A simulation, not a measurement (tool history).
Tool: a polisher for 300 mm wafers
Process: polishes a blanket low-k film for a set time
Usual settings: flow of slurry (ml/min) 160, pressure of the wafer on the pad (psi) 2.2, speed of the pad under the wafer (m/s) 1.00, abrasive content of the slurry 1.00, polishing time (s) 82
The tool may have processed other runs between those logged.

run   hour  flow of slurry (ml/min)  pressure of the wafer on the pad (psi)  speed of the pad under the wafer (m/s)  abrasive content of the slurry  polishing time (s)  incoming thickness of the incoming film, nm  film removed (nm)
  1    0.0                      160                                     2.2                                    1.00                            0.80                  82                                        315.3               33.9
       0.7  -- slurry blender recalibrated
       6.5  -- worn pad replaced by a new one
  2   30.0                      160                                     2.2                                    1.00                            0.80                  82                                        314.9               35.1
      58.0  -- conditioning disc replaced and pad reconditioned
  3   58.5                      160                                     2.2                                    1.00                            1.00                  82                                        319.9               44.2
  4   75.0                      160                                     2.2                                    1.00                            1.00                  82                                        317.1               43.6
  5   98.3                      160                                     2.2                                    1.00                            1.00                  82                                        323.8               43.7
     119.8  -- worn pad replaced by a new one
  6  121.9                      160                                     2.2                                    1.00                            1.00                  82                                        325.4               42.5
  7  152.5                      160                                     2.2                                    1.00                            1.00                  82                                        315.4               42.4
  8  178.4                      160                                     2.2                                    1.00                            1.00                  82                                        323.9               41.2
  9  200.6                      160                                     2.2                                    1.00                            1.00                  82                                        326.8               41.2
 10  225.6                      160                                     2.2                                    1.00                            1.00                  82                                        317.9               40.6
     241.8  -- worn pad replaced by a new one
 11  242.3                      160                                     2.7                                    1.00                            1.00                  82                                        323.8               46.5
     263.3  -- conditioning disc replaced and pad reconditioned
 12  272.1                      160                                     2.2                                    1.00                            1.00                  94                                        321.5               48.9
     290.9  -- head pressure recalibrated
 13  300.7                      160                                     2.2                                    1.00                            1.00                  94                                        317.4               48.7
     304.9  -- slurry blender recalibrated
 14  329.3                      160                                     2.2                                    0.74                            1.20                 104                                        320.1               50.1
     332.0  -- slurry nozzle cleaned
 15  351.7                      115                                     1.6                                    1.00                            1.00                  82                                        319.1               33.6
 16  370.4                      180                                     2.8                                    0.72                            1.10                  82                                        323.7               44.5
     377.0  -- worn pad replaced by a new one
 17  398.8                      160                                     2.2                                    1.12                            1.00                  82                                        316.9               44.8
 18  412.9                      160                                     2.0                                    1.00                            1.00                  58                                        324.1               27.8
 19  427.0                      160                                     2.2                                    1.00                            1.00                  82                                        319.5               41.7
 20  441.2                      160                                     2.2                                    1.00                            1.10                  55                                        317.1               29.9
     466.1  -- conditioning disc replaced and pad reconditioned
 21  472.2                      160                                     2.2                                    1.00                            1.00                  82                                        319.9               44.5
 22  490.8                      160                                     2.2                                    0.84                            1.30                  82                                        323.3               44.5
     509.7  -- worn pad replaced by a new one
 23  518.8                      160                                     2.2                                    1.12                            1.00                  82                                        320.6               45.4
 24  547.5                      160                                     2.2                                    1.00                            0.85                  68                                        318.6               31.5
 25  569.0                      140                                     2.4                                    1.16                            1.00                  61                                        321.7               36.0
     591.3  -- slurry blender recalibrated
 26  596.8                      125                                     2.7                                    1.30                            0.70                  82                                        321.6               44.4

Branching from run 26: 3 alternative next runs. What would each branch give?
  A  597.3                      120                                     2.2                                    1.00                            1.00                  82                                        322.7                  ?
  B  597.3                      195                                     2.2                                    1.26                            1.00                  82                                        322.7                  ?
  C  597.3                      125                                     1.9                                    1.00                            1.00                 105                                        322.7                  ?

run  film removed (nm)
  A               42.2
  B               52.0
  C               48.9
What these runs would have given with no unlogged condition in the tool:
run  film removed (nm)
  A               44.4
  B               55.3
  C               51.3
